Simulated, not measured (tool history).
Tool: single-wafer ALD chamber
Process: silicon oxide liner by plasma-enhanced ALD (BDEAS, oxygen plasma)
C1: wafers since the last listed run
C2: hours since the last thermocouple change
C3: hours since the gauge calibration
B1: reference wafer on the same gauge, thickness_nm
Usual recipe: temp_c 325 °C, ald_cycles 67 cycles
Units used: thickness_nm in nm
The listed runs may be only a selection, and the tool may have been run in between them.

{"run": 1, "hour": 0.0, "temp_c": 325, "ald_cycles": 67, "C1": 0, "C2": 407.8, "C3": 77.0, "B1": 6.941, "thickness_nm": 5.896}
{"run": 2, "hour": 45.4, "temp_c": 325, "ald_cycles": 67, "C1": 142, "C2": 453.2, "C3": 122.4, "B1": 6.936, "thickness_nm": 5.904}
{"run": 3, "hour": 111.0, "temp_c": 325, "ald_cycles": 67, "C1": 205, "C2": 518.8, "C3": 188.0, "B1": 6.934, "thickness_nm": 5.956}
{"run": 4, "hour": 150.8, "temp_c": 325, "ald_cycles": 67, "C1": 124, "C2": 558.6, "C3": 227.8, "B1": 6.927, "thickness_nm": 5.88}
{"run": 5, "hour": 194.4, "temp_c": 325, "ald_cycles": 67, "C1": 136, "C2": 602.2, "C3": 271.4, "B1": 6.924, "thickness_nm": 5.879}
{"run": 6, "hour": 252.2, "temp_c": 325, "ald_cycles": 67, "C1": 181, "C2": 660.0, "C3": 329.2, "B1": 6.906, "thickness_nm": 5.892}
{"run": 7, "hour": 285.9, "temp_c": 329, "ald_cycles": 72, "C1": 105, "C2": 693.7, "C3": 362.9, "B1": 6.904, "thickness_nm": 6.324}
{"run": 8, "hour": 352.6, "temp_c": 329, "ald_cycles": 72, "C1": 209, "C2": 760.4, "C3": 429.6, "B1": 6.891, "thickness_nm": 6.259}
{"run": 9, "hour": 406.7, "temp_c": 329, "ald_cycles": 72, "C1": 169, "C2": 814.5, "C3": 483.7, "B1": 6.871, "thickness_nm": 6.307}
{"run": 10, "hour": 447.2, "temp_c": 321, "ald_cycles": 67, "C1": 127, "C2": 855.0, "C3": 524.2, "B1": 6.865, "thickness_nm": 5.904}
{"run": 11, "hour": 481.8, "temp_c": 321, "ald_cycles": 67, "C1": 108, "C2": 889.6, "C3": 558.8, "B1": 6.859, "thickness_nm": 5.889}
{"run": 12, "hour": 538.0, "temp_c": 335, "ald_cycles": 59, "C1": 176, "C2": 945.8, "C3": 615.0, "B1": 6.832, "thickness_nm": 5.064}
{"hour": 559.7, "done": "thermocouple changed; heater temperature recalibrated"}
{"run": 13, "hour": 572.2, "temp_c": 325, "ald_cycles": 67, "C1": 82, "C2": 12.5, "C3": 649.2, "B1": 6.826, "thickness_nm": 5.823}
{"run": 14, "hour": 637.3, "temp_c": 325, "ald_cycles": 67, "C1": 204, "C2": 77.6, "C3": 714.3, "B1": 6.804, "thickness_nm": 5.799}
{"run": 15, "hour": 707.7, "temp_c": 311, "ald_cycles": 79, "C1": 220, "C2": 148.0, "C3": 784.7, "B1": 6.775, "thickness_nm": 6.856}
{"hour": 867.5, "done": "gauge calibrated"}
{"run": 16, "hour": 874.3, "temp_c": 325, "ald_cycles": 67, "C1": 522, "C2": 314.6, "C3": 6.8, "B1": 6.959, "thickness_nm": 5.952}
{"run": 17, "hour": 921.0, "temp_c": 330, "ald_cycles": 57, "C1": 146, "C2": 361.3, "C3": 53.5, "B1": 6.953, "thickness_nm": 5.035}
{"run": 18, "hour": 985.9, "temp_c": 325, "ald_cycles": 67, "C1": 203, "C2": 426.2, "C3": 118.4, "B1": 6.953, "thickness_nm": 5.984}
{"run": 19, "hour": 1029.3, "temp_c": 312, "ald_cycles": 59, "C1": 136, "C2": 469.6, "C3": 161.8, "B1": 6.944, "thickness_nm": 5.302}
{"run": 20, "hour": 1100.2, "temp_c": 325, "ald_cycles": 58, "C1": 222, "C2": 540.5, "C3": 232.7, "B1": 6.942, "thickness_nm": 5.126}
{"run": 21, "hour": 1134.7, "temp_c": 325, "ald_cycles": 54, "C1": 108, "C2": 575.0, "C3": 267.2, "B1": 6.927, "thickness_nm": 4.789}
{"run": 22, "hour": 1202.7, "temp_c": 314, "ald_cycles": 73, "C1": 213, "C2": 643.0, "C3": 335.2, "B1": 6.921, "thickness_nm": 6.522}
{"run": 23, "hour": 1267.9, "temp_c": 325, "ald_cycles": 67, "C1": 204, "C2": 708.2, "C3": 400.4, "B1": 6.914, "thickness_nm": 5.965}

List, for all runs, the conditions of the tool that the log does not record:
wafer temperature above the value expected at the setpoint (K): 0 at every run
H1: gauge reads high (%)
run=1 H1=-0.567
run=2 H1=-0.602
run=3 H1=-0.682
run=4 H1=-0.746
run=5 H1=-0.831
run=6 H1=-0.966
run=7 H1=-1.06
run=8 H1=-1.26
run=9 H1=-1.45
run=10 H1=-1.61
run=11 H1=-1.76
run=12 H1=-2.02
run=13 H1=-2.18
run=14 H1=-2.53
run=15 H1=-2.94
run=16 H1=-0.393
run=17 H1=-0.404
run=18 H1=-0.447
run=19 H1=-0.495
run=20 H1=-0.603
run=21 H1=-0.671
run=22 H1=-0.83
run=23 H1=-1.02
